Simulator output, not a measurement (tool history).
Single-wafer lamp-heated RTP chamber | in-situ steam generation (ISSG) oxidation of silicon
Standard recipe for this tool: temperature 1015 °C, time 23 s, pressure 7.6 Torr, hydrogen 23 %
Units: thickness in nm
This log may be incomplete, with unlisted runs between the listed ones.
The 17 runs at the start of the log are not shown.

run     day  temperature  time  pressure  hydrogen  wafers since the last listed run  wafers since the last pyrometer calibration  hours since the pressure gauge was zeroed  hours since the hydrogen flow controller was replaced  hours since the gauge calibration  read-back reference wafer on the same gauge, thickness  thickness
      45.45  -- pyrometer window cleaned and pyrometer calibrated, repeated, since the last time left the tool worse
 18  46.879         1015    23       7.6        23                              1217                                          273                                      211.3                                                  343.1                                340                                                   5.441      6.791
 19  49.667         1027    23       7.6        23                               534                                          807                                      278.2                                                    410                              406.9                                                   5.434      7.183
 20  51.296         1015    19       8.5        23                               312                                         1120                                      317.3                                                  449.1                                446                                                   5.435      6.216
 21  53.804          999    15       6.9        14                               480                                         1600                                      377.5                                                  509.3                              506.2                                                   5.434      4.641
 22  55.946         1015    21       8.6        23                               410                                         2011                                      428.9                                                  560.7                              557.6                                                   5.426       6.49
 23  57.012         1015    17       8.8        23                               204                                         2215                                      454.5                                                  586.3                              583.2                                                   5.431      5.809
 24  59.071         1034    23       7.6        23                               394                                         2610                                      503.9                                                  635.7                              632.6                                                   5.431      7.538
 25  60.388         1022    23       8.8        32                               252                                         2862                                      535.5                                                  667.3                              664.2                                                    5.43      7.627
 26  62.612         1015    14       7.6        23                               426                                         3288                                      588.9                                                  720.7                              717.6                                                   5.438      5.409
 27  63.858         1004    23       7.6        20                               238                                         3527                                      618.8                                                  750.6                              747.5                                                   5.426      6.343
 28  66.362         1015    23       7.2        14                               479                                         4007                                      678.9                                                  810.7                              807.6                                                   5.423      6.071
 29  67.642         1007    31       6.9        32                               245                                         4252                                      709.6                                                  841.4                              838.3                                                   5.431      8.349
 30  68.783         1015    23       7.6        23                               218                                         4471                                        737                                                  868.8                              865.7                                                   5.435      6.965
 31  70.479         1015    23       7.6        23                               324                                         4796                                      777.7                                                  909.5                              906.4                                                   5.431      6.869
 32  72.783         1015    19       7.6        23                               441                                         5238                                        833                                                  964.8                              961.7                                                   5.421      6.326

Each row is a separate what-if for the run after 32, all from the same tool condition, not one after another. Results?
  A  72.804         1015    23       8.4        23                                 3                                         5242                                      833.5                                                  965.3                              962.2                                                       ?          ?
  B  72.804         1015    23         8        23                                 3                                         5242                                      833.5                                                  965.3                              962.2                                                       ?          ?
  C  72.804         1027    23       7.6        30                                 3                                         5242                                      833.5                                                  965.3                              962.2                                                       ?          ?

run  read-back reference wafer on the same gauge, thickness  thickness
  A                                                   5.432      6.909
  B                                                   5.432      6.924
  C                                                   5.432      7.866
Had the tool no hidden state, the same runs would have come out as:
run  thickness
  A      6.746
  B      6.761
  C      7.667
